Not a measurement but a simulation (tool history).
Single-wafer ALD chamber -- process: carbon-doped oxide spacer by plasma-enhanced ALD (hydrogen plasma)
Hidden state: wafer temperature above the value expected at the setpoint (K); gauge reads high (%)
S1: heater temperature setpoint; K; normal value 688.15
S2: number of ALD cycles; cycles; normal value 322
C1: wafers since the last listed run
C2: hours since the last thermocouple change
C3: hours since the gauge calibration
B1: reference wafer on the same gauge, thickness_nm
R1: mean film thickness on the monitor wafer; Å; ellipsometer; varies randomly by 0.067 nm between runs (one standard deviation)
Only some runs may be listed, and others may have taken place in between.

run 1 hour=0 | S1=688.15 S2=322 | C1=0 C2=355.8 C3=589.4 | B1=12.711 | R1=159.94
run 2 hour=64.9 | S1=688.15 S2=322 | C1=55 C2=420.7 C3=654.3 | B1=12.691 | R1=158.94
run 3 hour=294.2 | S1=699.15 S2=322 | C1=196 C2=650 C3=883.6 | B1=12.705 | R1=152.71
run 4 hour=336.2 | S1=699.15 S2=322 | C1=35 C2=692 C3=925.6 | B1=12.697 | R1=152.69
run 5 hour=396.5 | S1=688.15 S2=322 | C1=51 C2=752.3 C3=985.9 | B1=12.703 | R1=160.05
run 6 hour=475.5 | S1=688.15 S2=322 | C1=67 C2=831.3 C3=1064.9 | B1=12.691 | R1=160.32
run 7 hour=557 | S1=688.15 S2=322 | C1=69 C2=912.8 C3=1146.4 | B1=12.71 | R1=160.38
-- hour=615.7 gauge calibrated
-- hour=639.4 thermocouple changed; heater temperature recalibrated
run 8 hour=639.9 | S1=688.15 S2=322 | C1=64 C2=0.5 C3=24.2 | B1=12.702 | R1=158.3
run 9 hour=732.3 | S1=688.15 S2=322 | C1=79 C2=92.9 C3=116.6 | B1=12.704 | R1=158.88
run 10 hour=821 | S1=688.15 S2=322 | C1=76 C2=181.6 C3=205.3 | B1=12.707 | R1=157.38
run 11 hour=884.6 | S1=688.15 S2=322 | C1=54 C2=245.2 C3=268.9 | B1=12.697 | R1=159.3
run 12 hour=960.8 | S1=673.15 S2=291 | C1=65 C2=321.4 C3=345.1 | B1=12.7 | R1=148.83
run 13 hour=1023.2 | S1=699.15 S2=322 | C1=53 C2=383.8 C3=407.5 | B1=12.695 | R1=152.42
run 14 hour=1071.6 | S1=680.15 S2=268 | C1=41 C2=432.2 C3=455.9 | B1=12.703 | R1=135.85
run 15 hour=1161.3 | S1=696.15 S2=301 | C1=76 C2=521.9 C3=545.6 | B1=12.705 | R1=144.94
run 16 hour=1236.5 | S1=683.15 S2=378 | C1=64 C2=597.1 C3=620.8 | B1=12.695 | R1=190.27
run 17 hour=1320.5 | S1=680.15 S2=371 | C1=71 C2=681.1 C3=704.8 | B1=12.694 | R1=188.88
run 18 hour=1403.3 | S1=688.15 S2=322 | C1=70 C2=763.9 C3=787.6 | B1=12.703 | R1=159.95
run 19 hour=1467.2 | S1=700.15 S2=365 | C1=54 C2=827.8 C3=851.5 | B1=12.693 | R1=174.32
run 20 hour=1520 | S1=695.15 S2=371 | C1=45 C2=880.6 C3=904.3 | B1=12.702 | R1=181.34

Per-run results on a tool with no hidden state, each run keeping its own random variation:
run=1 R1=159.79
run=2 R1=158.61
run=3 R1=151.5
run=4 R1=151.29
run=5 R1=158.33
run=6 R1=158.16
run=7 R1=157.72
run=8 R1=158.31
run=9 R1=158.85
run=10 R1=157.27
run=11 R1=159.08
run=12 R1=148.83
run=13 R1=151.9
run=14 R1=135.3
run=15 R1=144.03
run=16 R1=188.78
run=17 R1=186.99
run=18 R1=157.87
run=19 R1=171.55
run=20 R1=178.15
